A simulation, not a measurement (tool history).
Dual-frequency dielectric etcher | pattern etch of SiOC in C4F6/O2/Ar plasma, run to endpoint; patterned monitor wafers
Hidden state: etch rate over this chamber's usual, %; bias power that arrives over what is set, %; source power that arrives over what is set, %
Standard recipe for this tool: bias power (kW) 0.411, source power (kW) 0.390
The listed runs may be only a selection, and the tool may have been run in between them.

| run | day | bias power (kW) | source power (kW) | wafers since the last listed run | hours since the last wet clean | hours since the last bias power generator calibration | hours since the last source power generator calibration | hours since the last upper electrode change | incoming incoming film thickness, nm | endpoint time (s) |
|---|---|---|---|---|---|---|---|---|---|---|
| 1 | 0.000 | 0.411 | 0.340 | 0 | 91.6 | 4755.7 | 3456.2 | 2997.7 | 37.62 | 15.7 |
| 2 | 0.533 | 0.411 | 0.340 | 199 | 104.4 | 4768.5 | 3469.0 | 3010.5 | 37.18 | 15.2 |
| 3 | 1.154 | 0.411 | 0.340 | 232 | 119.3 | 4783.4 | 3483.9 | 3025.4 | 37.18 | 15.3 |
| 4 | 1.429 | 0.411 | 0.390 | 102 | 125.9 | 4790.0 | 3490.5 | 3032.0 | 36.98 | 14.6 |
| 5 | 1.762 | 0.467 | 0.390 | 124 | 133.9 | 4798.0 | 3498.5 | 3040.0 | 36.85 | 14.2 |
| 6 | 2.100 | 0.411 | 0.390 | 126 | 142.0 | 4806.1 | 3506.6 | 3048.1 | 37.76 | 15.1 |
| 7 | 2.533 | 0.411 | 0.390 | 162 | 152.4 | 4816.5 | 3517.0 | 3058.5 | 37.11 | 15.0 |
| 8 | 3.162 | 0.411 | 0.390 | 235 | 167.5 | 4831.6 | 3532.1 | 3073.6 | 37.24 | 15.0 |
| 9 | 3.604 | 0.411 | 0.390 | 165 | 178.1 | 4842.2 | 3542.7 | 3084.2 | 37.00 | 14.9 |
| 10 | 4.662 | 0.411 | 0.390 | 396 | 203.5 | 4867.6 | 3568.1 | 3109.6 | 37.74 | 15.1 |
| 11 | 5.012 | 0.411 | 0.390 | 130 | 211.9 | 4876.0 | 3576.5 | 3118.0 | 37.12 | 14.9 |
| 12 | 5.617 | 0.411 | 0.390 | 226 | 226.4 | 4890.5 | 3591.0 | 3132.5 | 37.52 | 14.9 |
| 13 | 6.292 | 0.492 | 0.470 | 252 | 242.6 | 4906.7 | 3607.2 | 3148.7 | 37.56 | 13.4 |
| 14 | 6.583 | 0.492 | 0.470 | 109 | 249.6 | 4913.7 | 3614.2 | 3155.7 | 37.39 | 13.3 |
| 15 | 6.950 | 0.462 | 0.390 | 137 | 258.4 | 4922.5 | 3623.0 | 3164.5 | 37.28 | 14.3 |
|  | 8.533 | upper electrode replaced |
| 16 | 8.554 | 0.411 | 0.390 | 226 | 296.9 | 4961.0 | 3661.5 | 0.5 | 37.54 | 15.0 |
| 17 | 8.571 | 0.411 | 0.390 | 6 | 297.3 | 4961.4 | 3661.9 | 0.9 | 36.80 | 14.6 |
| 18 | 8.638 | 0.376 | 0.350 | 24 | 298.9 | 4963.0 | 3663.5 | 2.5 | 37.52 | 16.2 |
| 19 | 8.900 | 0.411 | 0.390 | 98 | 305.2 | 4969.3 | 3669.8 | 8.8 | 37.13 | 14.9 |
|  | 10.917 | wet clean of the chamber |
| 20 | 10.938 | 0.375 | 0.390 | 388 | 0.5 | 5018.2 | 3718.7 | 57.7 | 37.08 | 15.2 |
| 21 | 11.221 | 0.463 | 0.470 | 106 | 7.3 | 5025.0 | 3725.5 | 64.5 | 36.97 | 13.4 |
|  | 11.496 | source power generator calibrated |
| 22 | 11.617 | 0.411 | 0.390 | 85 | 16.8 | 5034.5 | 2.9 | 74.0 | 36.63 | 14.6 |
| 23 | 12.162 | 0.411 | 0.390 | 204 | 29.9 | 5047.6 | 16.0 | 87.1 | 37.21 | 14.7 |
| 24 | 12.446 | 0.325 | 0.470 | 106 | 36.7 | 5054.4 | 22.8 | 93.9 | 37.31 | 15.2 |
|  | 12.946 | bias power generator calibrated |
| 25 | 13.138 | 0.323 | 0.440 | 196 | 53.3 | 4.6 | 39.4 | 110.5 | 37.08 | 15.5 |
| 26 | 13.779 | 0.411 | 0.390 | 240 | 68.7 | 20.0 | 54.8 | 125.9 | 37.30 | 14.9 |
| 27 | 14.121 | 0.340 | 0.440 | 127 | 76.9 | 28.2 | 63.0 | 134.1 | 37.51 | 15.2 |
| 28 | 14.658 | 0.411 | 0.390 | 201 | 89.8 | 41.1 | 75.9 | 147.0 | 37.24 | 15.0 |
| 29 | 15.158 | 0.411 | 0.390 | 187 | 101.8 | 53.1 | 87.9 | 159.0 | 37.36 | 14.8 |
| 30 | 15.688 | 0.480 | 0.310 | 198 | 114.5 | 65.8 | 100.6 | 171.7 | 37.42 | 15.4 |
| 31 | 16.158 | 0.487 | 0.360 | 176 | 125.8 | 77.1 | 111.9 | 183.0 | 37.60 | 14.5 |
| 32 | 16.608 | 0.342 | 0.340 | 168 | 136.6 | 87.9 | 122.7 | 193.8 | 37.53 | 16.7 |
| 33 | 17.096 | 0.411 | 0.330 | 182 | 148.3 | 99.6 | 134.4 | 205.5 | 37.40 | 15.7 |
| 34 | 17.688 | 0.322 | 0.420 | 221 | 162.5 | 113.8 | 148.6 | 219.7 | 37.28 | 15.8 |

What was the tool's hidden state at every run in the log?
etch rate over this chamber's usual, %: 0, the same for each run
bias power that arrives over what is set, %: 0, the same for each run
source power that arrives over what is set, %: 0, the same for each run

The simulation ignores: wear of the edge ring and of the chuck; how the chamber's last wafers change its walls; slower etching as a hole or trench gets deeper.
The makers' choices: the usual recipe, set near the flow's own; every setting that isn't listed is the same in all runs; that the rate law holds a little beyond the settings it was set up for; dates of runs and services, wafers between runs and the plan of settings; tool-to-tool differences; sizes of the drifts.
